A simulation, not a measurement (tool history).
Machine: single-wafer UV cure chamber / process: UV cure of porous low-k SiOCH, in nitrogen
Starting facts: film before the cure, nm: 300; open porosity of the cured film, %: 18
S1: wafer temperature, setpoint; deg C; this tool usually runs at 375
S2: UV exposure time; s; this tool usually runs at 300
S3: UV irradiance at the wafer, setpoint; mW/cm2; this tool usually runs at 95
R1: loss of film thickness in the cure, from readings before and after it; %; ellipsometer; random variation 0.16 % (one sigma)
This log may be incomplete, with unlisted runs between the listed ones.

{"run": 1, "hour": 0.0, "S1": 390, "S2": 300, "S3": 95, "R1": 11}
{"run": 2, "hour": 16.6, "S1": 390, "S2": 300, "S3": 95, "R1": 11.207}
{"run": 3, "hour": 26.5, "S1": 375, "S2": 300, "S3": 95, "R1": 10.515}
{"run": 4, "hour": 43.4, "S1": 375, "S2": 300, "S3": 95, "R1": 10.606}
{"run": 5, "hour": 50.0, "S1": 375, "S2": 300, "S3": 95, "R1": 10.296}
{"run": 6, "hour": 58.1, "S1": 375, "S2": 300, "S3": 124, "R1": 11.797}
{"run": 7, "hour": 67.8, "S1": 375, "S2": 300, "S3": 124, "R1": 11.527}
{"run": 8, "hour": 81.6, "S1": 375, "S2": 300, "S3": 95, "R1": 10.352}
{"run": 9, "hour": 95.4, "S1": 375, "S2": 300, "S3": 95, "R1": 10.092}
{"run": 10, "hour": 105.2, "S1": 375, "S2": 300, "S3": 95, "R1": 10.445}
{"run": 11, "hour": 118.7, "S1": 375, "S2": 300, "S3": 95, "R1": 10.422}
{"run": 12, "hour": 130.0, "S1": 375, "S2": 300, "S3": 95, "R1": 10.115}
{"run": 13, "hour": 136.3, "S1": 375, "S2": 300, "S3": 95, "R1": 10.281}
{"run": 14, "hour": 148.1, "S1": 375, "S2": 300, "S3": 95, "R1": 10.083}
{"run": 15, "hour": 156.1, "S1": 375, "S2": 300, "S3": 95, "R1": 10.076}
{"run": 16, "hour": 171.1, "S1": 375, "S2": 300, "S3": 95, "R1": 10.109}
{"run": 17, "hour": 187.9, "S1": 375, "S2": 300, "S3": 95, "R1": 9.987}
{"run": 18, "hour": 196.1, "S1": 375, "S2": 300, "S3": 121, "R1": 10.945}
{"run": 19, "hour": 206.6, "S1": 375, "S2": 300, "S3": 95, "R1": 9.948}
{"run": 20, "hour": 217.2, "S1": 375, "S2": 300, "S3": 95, "R1": 9.707}
{"run": 21, "hour": 234.0, "S1": 375, "S2": 300, "S3": 95, "R1": 9.816}
{"run": 22, "hour": 285.3, "S1": 375, "S2": 300, "S3": 95, "R1": 9.476}
{"run": 23, "hour": 296.6, "S1": 363, "S2": 300, "S3": 95, "R1": 8.942}
{"run": 24, "hour": 303.7, "S1": 363, "S2": 300, "S3": 95, "R1": 9.293}
{"run": 25, "hour": 310.2, "S1": 375, "S2": 390, "S3": 135, "R1": 12.086}
{"run": 26, "hour": 318.3, "S1": 382, "S2": 205, "S3": 113, "R1": 8.483}
{"run": 27, "hour": 332.5, "S1": 361, "S2": 355, "S3": 114, "R1": 10.426}
{"run": 28, "hour": 349.6, "S1": 375, "S2": 300, "S3": 95, "R1": 9.194}
{"run": 29, "hour": 366.6, "S1": 375, "S2": 300, "S3": 81, "R1": 8.224}
{"run": 30, "hour": 373.7, "S1": 394, "S2": 245, "S3": 61, "R1": 6.628}
{"hour": 403.0, "done": "UV bulbs replaced"}
{"run": 31, "hour": 421.7, "S1": 375, "S2": 200, "S3": 59, "R1": 6.974}
{"run": 32, "hour": 430.6, "S1": 375, "S2": 300, "S3": 95, "R1": 10.655}
{"run": 33, "hour": 445.6, "S1": 375, "S2": 300, "S3": 124, "R1": 11.735}
{"hour": 456.9, "done": "quartz window cleaned"}
{"run": 34, "hour": 457.4, "S1": 375, "S2": 300, "S3": 69, "R1": 10.276}
{"run": 35, "hour": 471.9, "S1": 364, "S2": 430, "S3": 56, "R1": 10.764}
{"run": 36, "hour": 489.0, "S1": 369, "S2": 300, "S3": 95, "R1": 11.54}
{"run": 37, "hour": 503.8, "S1": 375, "S2": 300, "S3": 115, "R1": 12.816}
{"run": 38, "hour": 511.6, "S1": 375, "S2": 300, "S3": 95, "R1": 11.5}
{"run": 39, "hour": 526.0, "S1": 375, "S2": 140, "S3": 59, "R1": 6.382}
{"run": 40, "hour": 538.7, "S1": 365, "S2": 455, "S3": 123, "R1": 14.633}
{"run": 41, "hour": 556.7, "S1": 375, "S2": 300, "S3": 124, "R1": 12.643}
{"run": 42, "hour": 563.0, "S1": 355, "S2": 395, "S3": 119, "R1": 13.509}
{"run": 43, "hour": 578.6, "S1": 392, "S2": 300, "S3": 56, "R1": 9.303}
{"run": 44, "hour": 587.5, "S1": 357, "S2": 480, "S3": 122, "R1": 14.794}
{"run": 45, "hour": 601.3, "S1": 359, "S2": 420, "S3": 76, "R1": 11.679}
{"run": 46, "hour": 608.1, "S1": 357, "S2": 420, "S3": 135, "R1": 14.231}
{"run": 47, "hour": 623.7, "S1": 364, "S2": 300, "S3": 135, "R1": 12.73}
{"run": 48, "hour": 637.4, "S1": 366, "S2": 300, "S3": 95, "R1": 11.227}

Forecast each of these 3 alternatives for the next run:
{"run": "A", "hour": 637.8, "S1": 375, "S2": 300, "S3": 95, "R1": "?"}
{"run": "B", "hour": 637.8, "S1": 357, "S2": 235, "S3": 78, "R1": "?"}
{"run": "C", "hour": 637.8, "S1": 382, "S2": 415, "S3": 77, "R1": "?"}

run=A R1=10.96
run=B R1=8.784
run=C R1=11.586
Take away the tool's hidden state, keep each run's random variation, and the runs would have read:
run=A R1=11.598
run=B R1=9.383
run=C R1=12.234
